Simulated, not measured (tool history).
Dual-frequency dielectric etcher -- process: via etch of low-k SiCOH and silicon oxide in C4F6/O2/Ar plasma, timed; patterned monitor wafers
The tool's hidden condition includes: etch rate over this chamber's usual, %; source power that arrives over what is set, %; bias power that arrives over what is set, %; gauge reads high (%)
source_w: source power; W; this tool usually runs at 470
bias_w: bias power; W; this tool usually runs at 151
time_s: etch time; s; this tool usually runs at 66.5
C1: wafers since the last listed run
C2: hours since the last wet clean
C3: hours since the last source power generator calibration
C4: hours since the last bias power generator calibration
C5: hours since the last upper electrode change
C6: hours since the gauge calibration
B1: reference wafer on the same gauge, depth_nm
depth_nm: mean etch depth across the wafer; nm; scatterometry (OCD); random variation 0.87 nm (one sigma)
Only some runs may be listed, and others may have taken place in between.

run 1 hour=0.0 | source_w=470 bias_w=151 time_s=66.5 | C1=0 C2=203.6 C3=1842.1 C4=2018.9 C5=5568.4 C6=1019.2 | B1=189.2 | depth_nm=171.5
run 2 hour=23.9 | source_w=470 bias_w=151 time_s=66.5 | C1=278 C2=227.5 C3=1866.0 C4=2042.8 C5=5592.3 C6=1043.1 | B1=189.1 | depth_nm=169.4
run 3 hour=49.8 | source_w=470 bias_w=151 time_s=51.5 | C1=301 C2=253.4 C3=1891.9 C4=2068.7 C5=5618.2 C6=1069.0 | B1=189.1 | depth_nm=132.6
run 4 hour=70.8 | source_w=470 bias_w=151 time_s=51.5 | C1=244 C2=274.4 C3=1912.9 C4=2089.7 C5=5639.2 C6=1090.0 | B1=189.4 | depth_nm=133.1
-- hour=76.6 source power generator calibrated
run 5 hour=93.8 | source_w=470 bias_w=151 time_s=66.5 | C1=221 C2=297.4 C3=17.2 C4=2112.7 C5=5662.2 C6=1113.0 | B1=189.4 | depth_nm=170.8
-- hour=95.5 gauge calibrated
run 6 hour=106.5 | source_w=470 bias_w=119 time_s=52.0 | C1=147 C2=310.1 C3=29.9 C4=2125.4 C5=5674.9 C6=11.0 | B1=184.1 | depth_nm=121.5
run 7 hour=133.3 | source_w=420 bias_w=151 time_s=66.5 | C1=312 C2=336.9 C3=56.7 C4=2152.2 C5=5701.7 C6=37.8 | B1=184.5 | depth_nm=160.1
run 8 hour=149.8 | source_w=550 bias_w=164 time_s=50.5 | C1=192 C2=353.4 C3=73.2 C4=2168.7 C5=5718.2 C6=54.3 | B1=184.2 | depth_nm=138.4
run 9 hour=170.3 | source_w=470 bias_w=115 time_s=66.5 | C1=238 C2=373.9 C3=93.7 C4=2189.2 C5=5738.7 C6=74.8 | B1=184.6 | depth_nm=154.6
run 10 hour=195.8 | source_w=500 bias_w=151 time_s=54.5 | C1=297 C2=399.4 C3=119.2 C4=2214.7 C5=5764.2 C6=100.3 | B1=184.5 | depth_nm=140.8
run 11 hour=212.0 | source_w=470 bias_w=151 time_s=66.5 | C1=188 C2=415.6 C3=135.4 C4=2230.9 C5=5780.4 C6=116.5 | B1=184.7 | depth_nm=166.3
run 12 hour=247.4 | source_w=470 bias_w=151 time_s=66.5 | C1=412 C2=451.0 C3=170.8 C4=2266.3 C5=5815.8 C6=151.9 | B1=184.6 | depth_nm=169.6
run 13 hour=265.9 | source_w=380 bias_w=178 time_s=66.5 | C1=215 C2=469.5 C3=189.3 C4=2284.8 C5=5834.3 C6=170.4 | B1=185.0 | depth_nm=162.8
run 14 hour=299.8 | source_w=470 bias_w=166 time_s=66.5 | C1=394 C2=503.4 C3=223.2 C4=2318.7 C5=5868.2 C6=204.3 | B1=185.0 | depth_nm=173.0
run 15 hour=322.3 | source_w=420 bias_w=167 time_s=56.0 | C1=262 C2=525.9 C3=245.7 C4=2341.2 C5=5890.7 C6=226.8 | B1=185.2 | depth_nm=140.3
run 16 hour=335.0 | source_w=370 bias_w=151 time_s=82.0 | C1=147 C2=538.6 C3=258.4 C4=2353.9 C5=5903.4 C6=239.5 | B1=185.2 | depth_nm=190.3
-- hour=360.7 bias power generator calibrated
-- hour=381.7 upper electrode replaced
run 17 hour=382.2 | source_w=470 bias_w=151 time_s=66.5 | C1=258 C2=585.8 C3=305.6 C4=21.5 C5=0.5 C6=286.7 | B1=185.5 | depth_nm=169.4
run 18 hour=388.4 | source_w=560 bias_w=184 time_s=66.5 | C1=72 C2=592.0 C3=311.8 C4=27.7 C5=6.7 C6=292.9 | B1=185.6 | depth_nm=189.9
run 19 hour=417.2 | source_w=470 bias_w=128 time_s=66.5 | C1=335 C2=620.8 C3=340.6 C4=56.5 C5=35.5 C6=321.7 | B1=185.9 | depth_nm=160.1
-- hour=446.8 wet clean of the chamber
run 20 hour=447.6 | source_w=470 bias_w=151 time_s=66.5 | C1=74 C2=0.8 C3=371.0 C4=86.9 C5=65.9 C6=352.1 | B1=185.8 | depth_nm=167.8
run 21 hour=462.1 | source_w=520 bias_w=131 time_s=73.0 | C1=168 C2=15.3 C3=385.5 C4=101.4 C5=80.4 C6=366.6 | B1=185.8 | depth_nm=184.1
run 22 hour=491.4 | source_w=470 bias_w=151 time_s=51.5 | C1=341 C2=44.6 C3=414.8 C4=130.7 C5=109.7 C6=395.9 | B1=186.1 | depth_nm=130.6
run 23 hour=509.3 | source_w=470 bias_w=151 time_s=82.0 | C1=208 C2=62.5 C3=432.7 C4=148.6 C5=127.6 C6=413.8 | B1=185.9 | depth_nm=209.8
run 24 hour=532.1 | source_w=580 bias_w=163 time_s=77.5 | C1=265 C2=85.3 C3=455.5 C4=171.4 C5=150.4 C6=436.6 | B1=185.9 | depth_nm=218.1
run 25 hour=546.6 | source_w=470 bias_w=119 time_s=52.0 | C1=168 C2=99.8 C3=470.0 C4=185.9 C5=164.9 C6=451.1 | B1=186.2 | depth_nm=123.2
run 26 hour=568.4 | source_w=550 bias_w=172 time_s=60.0 | C1=253 C2=121.6 C3=491.8 C4=207.7 C5=186.7 C6=472.9 | B1=186.3 | depth_nm=168.0
run 27 hour=629.2 | source_w=590 bias_w=151 time_s=74.0 | C1=708 C2=182.4 C3=552.6 C4=268.5 C5=247.5 C6=533.7 | B1=186.6 | depth_nm=205.4
run 28 hour=642.0 | source_w=470 bias_w=151 time_s=66.5 | C1=149 C2=195.2 C3=565.4 C4=281.3 C5=260.3 C6=546.5 | B1=186.5 | depth_nm=169.4
run 29 hour=673.8 | source_w=530 bias_w=151 time_s=66.5 | C1=370 C2=227.0 C3=597.2 C4=313.1 C5=292.1 C6=578.3 | B1=186.9 | depth_nm=176.6
run 30 hour=708.7 | source_w=570 bias_w=138 time_s=85.0 | C1=406 C2=261.9 C3=632.1 C4=348.0 C5=327.0 C6=613.2 | B1=187.1 | depth_nm=226.7

Selected run-to-run steps in depth_nm, each split into two signed amounts: the part the tool would show with no hidden state at all (from settings, incoming material and random variation), and the remainder, which goes to the hidden state together with any gauge scatter not common to the measured and the hidden-state-free results:
Run 4 -> 5: time_s 51.5 -> 66.5, source power generator calibrated. depth_nm +37.7 nm: hidden state +1.2, all else +36.5.
Run 5 -> 6: bias_w 151 -> 119, time_s 66.5 -> 52.0, gauge calibrated. depth_nm -49.3 nm: hidden state -5.0, all else -44.3.
Run 21 -> 22: source_w 520 -> 470, bias_w 131 -> 151, time_s 73.0 -> 51.5. depth_nm -53.5 nm: hidden state -0.3, all else -53.2.
Run 22 -> 23: time_s 51.5 -> 82.0. depth_nm +79.2 nm: hidden state +0.9, all else +78.3.
Run 24 -> 25: source_w 580 -> 470, bias_w 163 -> 119, time_s 77.5 -> 52.0. depth_nm -94.9 nm: hidden state -1.1, all else -93.8.

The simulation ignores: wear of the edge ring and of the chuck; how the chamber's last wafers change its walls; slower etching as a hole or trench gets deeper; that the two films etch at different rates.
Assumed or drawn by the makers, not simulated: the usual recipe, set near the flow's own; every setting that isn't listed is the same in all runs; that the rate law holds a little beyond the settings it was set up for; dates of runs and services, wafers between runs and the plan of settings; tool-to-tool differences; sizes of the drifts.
